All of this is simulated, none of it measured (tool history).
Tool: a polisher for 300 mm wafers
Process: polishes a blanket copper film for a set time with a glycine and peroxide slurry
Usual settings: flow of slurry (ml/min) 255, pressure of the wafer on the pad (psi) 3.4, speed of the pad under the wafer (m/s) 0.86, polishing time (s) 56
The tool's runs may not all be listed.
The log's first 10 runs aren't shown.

run	hour	flow of slurry (ml/min)	pressure of the wafer on the pad (psi)	speed of the pad under the wafer (m/s)	polishing time (s)	wafers since the last listed run	wafers polished on this pad	hours since the slurry nozzle was cleaned	hours since the head pressure was calibrated	incoming thickness of the incoming film, nm	film removed (angstrom)
# hour 456.2: worn pad replaced by a new one
11	462.7	255	3.4	0.86	56	544	72	259.8	821.2	913.7	3349
12	511.8	255	3.4	1.1	69	549	621	308.9	870.3	904.4	5035
13	547.1	255	3.4	1.1	69	394	1016	344.2	905.6	927.6	4994
# hour 554: head pressure recalibrated
# hour 585.8: slurry nozzle cleaned
14	593.8	255	3.4	0.86	69	488	1504	8	39.8	933.9	4221
15	633.7	255	3.4	0.86	69	446	1951	47.9	79.7	926.6	4171
16	676.6	190	3.4	0.62	56	479	2431	90.8	122.6	918	2544
17	713.9	255	3	1.06	56	417	2848	128.1	159.9	925.2	3623
18	740.8	300	2.3	1.02	75	300	3149	155	186.8	913.1	3933
# hour 808: worn pad replaced by a new one
19	808.5	200	4.2	0.86	56	712	5	222.7	254.5	910.2	3959
20	858.6	215	4.5	0.96	56	560	565	272.8	304.6	923.8	4489
21	889.1	180	4.3	1.14	56	341	906	303.3	335.1	927.2	4923
22	934.7	315	2.3	1.04	66	509	1416	348.9	380.7	924.9	3523
# hour 949.1: slurry nozzle cleaned
23	999.7	320	3.4	0.94	39	715	2132	50.6	445.7	917.5	2504
24	1025.7	335	3.4	0.86	56	290	2423	76.6	471.7	920.3	3375
25	1083.4	205	4.4	0.98	36	645	3068	134.3	529.4	925.8	2805
# hour 1092.1: worn pad replaced by a new one
26	1232.1	255	3.4	0.86	56	1618	1565	283	678.1	922.2	3306
27	1271.8	225	3	0.86	56	444	2009	322.7	717.8	916.5	2948
# hour 1300: slurry nozzle cleaned
28	1319.4	225	2.7	0.68	41	521	2531	19.4	765.4	919.3	1677
29	1385.2	255	3.4	0.86	56	735	3267	85.2	831.2	916.8	3275
# hour 1396.4: worn pad replaced by a new one
30	1446.4	255	3.4	0.86	56	639	559	146.4	892.4	932	3379
31	1514.1	255	3.4	1.1	69	757	1316	214.1	960.1	928	4968
# hour 1517.2: head pressure recalibrated
32	1539.5	255	2.8	1.16	56	261	1578	239.5	22.3	926.6	3764
# hour 1605: slurry nozzle cleaned
33	1666.7	255	3.4	1.1	69	1411	2989	61.7	149.5	908.1	5010

3 ways to go on from here, each from the tool as it stands after run 33. What would each give?
A	1667.1	255	3.4	0.86	56	4	2994	62.1	149.9	905.9	?
B	1667.1	255	2.4	1.14	56	4	2994	62.1	149.9	905.9	?
C	1667.1	200	3.4	1.12	56	4	2994	62.1	149.9	905.9	?

run	film removed (angstrom)
A	3347
B	3275
C	4083
Without the tool's hidden state the same runs would have given:
run	film removed (angstrom)
A	3564
B	3488
C	4352

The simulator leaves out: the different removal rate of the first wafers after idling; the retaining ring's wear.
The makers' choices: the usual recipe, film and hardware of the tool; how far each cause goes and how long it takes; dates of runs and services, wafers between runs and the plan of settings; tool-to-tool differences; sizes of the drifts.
